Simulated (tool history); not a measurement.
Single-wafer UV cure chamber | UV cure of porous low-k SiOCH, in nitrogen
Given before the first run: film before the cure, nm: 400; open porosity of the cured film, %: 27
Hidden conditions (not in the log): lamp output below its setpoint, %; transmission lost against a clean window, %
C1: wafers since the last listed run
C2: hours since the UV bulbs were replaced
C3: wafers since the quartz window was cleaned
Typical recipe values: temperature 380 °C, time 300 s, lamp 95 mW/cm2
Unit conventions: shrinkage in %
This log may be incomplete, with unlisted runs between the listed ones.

run 1 hour=0.0 | temperature=380 time=300 lamp=95 | C1=0 C2=1082.2 C3=672 | shrinkage=15.333
run 2 hour=63.5 | temperature=380 time=300 lamp=95 | C1=361 C2=1145.7 C3=1033 | shrinkage=15.433
run 3 hour=113.1 | temperature=380 time=445 lamp=95 | C1=282 C2=1195.3 C3=1316 | shrinkage=18.052
-- hour=148.7 quartz window cleaned
run 4 hour=161.3 | temperature=380 time=445 lamp=95 | C1=228 C2=1243.5 C3=71 | shrinkage=17.421
run 5 hour=228.8 | temperature=380 time=445 lamp=95 | C1=384 C2=1311.0 C3=455 | shrinkage=17.152
run 6 hour=260.3 | temperature=380 time=300 lamp=95 | C1=179 C2=1342.5 C3=635 | shrinkage=14.845
run 7 hour=317.9 | temperature=380 time=300 lamp=95 | C1=328 C2=1400.1 C3=963 | shrinkage=15.753
-- hour=362.9 quartz window cleaned
run 8 hour=370.1 | temperature=380 time=375 lamp=95 | C1=251 C2=1452.3 C3=41 | shrinkage=16.344
run 9 hour=431.0 | temperature=391 time=140 lamp=58 | C1=346 C2=1513.2 C3=387 | shrinkage=8.874
-- hour=447.0 UV bulbs replaced
run 10 hour=465.5 | temperature=369 time=300 lamp=70 | C1=150 C2=18.5 C3=538 | shrinkage=13.548
run 11 hour=492.2 | temperature=380 time=230 lamp=95 | C1=152 C2=45.2 C3=690 | shrinkage=13.733
run 12 hour=554.7 | temperature=380 time=445 lamp=95 | C1=355 C2=107.7 C3=1046 | shrinkage=17.124
-- hour=580.3 quartz window cleaned
run 13 hour=614.3 | temperature=380 time=300 lamp=132 | C1=293 C2=167.3 C3=193 | shrinkage=17.221
run 14 hour=664.8 | temperature=373 time=430 lamp=63 | C1=287 C2=217.8 C3=480 | shrinkage=14.821

What differs in the tool's unlogged condition from the final listed run ahead of each entry between runs to the first listed run following it?
In the gap between runs 3 and 4: quartz window cleaned (hour 148.7)
  the hidden state is the same at both runs
In the gap between runs 7 and 8: quartz window cleaned (hour 362.9)
  the hidden state is the same at both runs
In the gap between runs 9 and 10: UV bulbs replaced (hour 447.0)
  the hidden state is the same at both runs
In the gap between runs 12 and 13: quartz window cleaned (hour 580.3)
  the hidden state is the same at both runs
